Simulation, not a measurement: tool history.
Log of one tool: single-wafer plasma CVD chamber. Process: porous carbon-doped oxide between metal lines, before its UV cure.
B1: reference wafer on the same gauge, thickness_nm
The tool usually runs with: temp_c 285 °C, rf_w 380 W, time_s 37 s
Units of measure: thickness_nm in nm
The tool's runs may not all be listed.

run 1 hour=0 | temp_c=275 rf_w=380 time_s=37 | B1=133.743 | thickness_nm=175.094
run 2 hour=82.9 | temp_c=275 rf_w=380 time_s=37 | B1=133.319 | thickness_nm=174.532
run 3 hour=161.8 | temp_c=285 rf_w=380 time_s=37 | B1=133.607 | thickness_nm=165.916
run 4 hour=254.7 | temp_c=291 rf_w=355 time_s=37 | B1=133.413 | thickness_nm=151.933
run 5 hour=507.5 | temp_c=291 rf_w=355 time_s=37 | B1=132.616 | thickness_nm=151.081
run 6 hour=708.4 | temp_c=291 rf_w=355 time_s=37 | B1=131.59 | thickness_nm=149.93
run 7 hour=799.8 | temp_c=296 rf_w=400 time_s=37 | B1=131.794 | thickness_nm=159.571
run 8 hour=863.2 | temp_c=296 rf_w=400 time_s=37 | B1=131.366 | thickness_nm=157.259
run 9 hour=907.4 | temp_c=296 rf_w=400 time_s=37 | B1=131.501 | thickness_nm=158.478
run 10 hour=998.1 | temp_c=276 rf_w=380 time_s=39.2 | B1=131.175 | thickness_nm=180.61
-- hour=1025.6 RF generator calibrated
run 11 hour=1052.9 | temp_c=276 rf_w=380 time_s=39.2 | B1=130.993 | thickness_nm=181.696
-- hour=1061.6 gauge calibrated
run 12 hour=1160.6 | temp_c=276 rf_w=380 time_s=39.2 | B1=137.485 | thickness_nm=189.375
run 13 hour=1235.2 | temp_c=285 rf_w=380 time_s=37 | B1=136.96 | thickness_nm=169.899
run 14 hour=1294.2 | temp_c=285 rf_w=380 time_s=37 | B1=136.939 | thickness_nm=169.43
-- hour=1303.6 thermocouple changed; heater temperature recalibrated
run 15 hour=1349.4 | temp_c=276 rf_w=380 time_s=37 | B1=136.766 | thickness_nm=179.417
run 16 hour=1405.9 | temp_c=272 rf_w=310 time_s=41.6 | B1=136.853 | thickness_nm=176.737
-- hour=1470.8 showerhead replaced
run 17 hour=1490 | temp_c=285 rf_w=380 time_s=40.8 | B1=136.38 | thickness_nm=184.718
run 18 hour=1533.4 | temp_c=285 rf_w=325 time_s=39.7 | B1=136.314 | thickness_nm=161.427
run 19 hour=1635.2 | temp_c=285 rf_w=380 time_s=37 | B1=136.392 | thickness_nm=169.627

For run 20, what comes out?
run 20 hour=1720.1 | temp_c=293 rf_w=345 time_s=39.8 | B1=? | thickness_nm=?

B1: 135.964
thickness_nm: 161.36 nm
Without the tool's hidden state the same run would have given thickness_nm 163.895 nm.
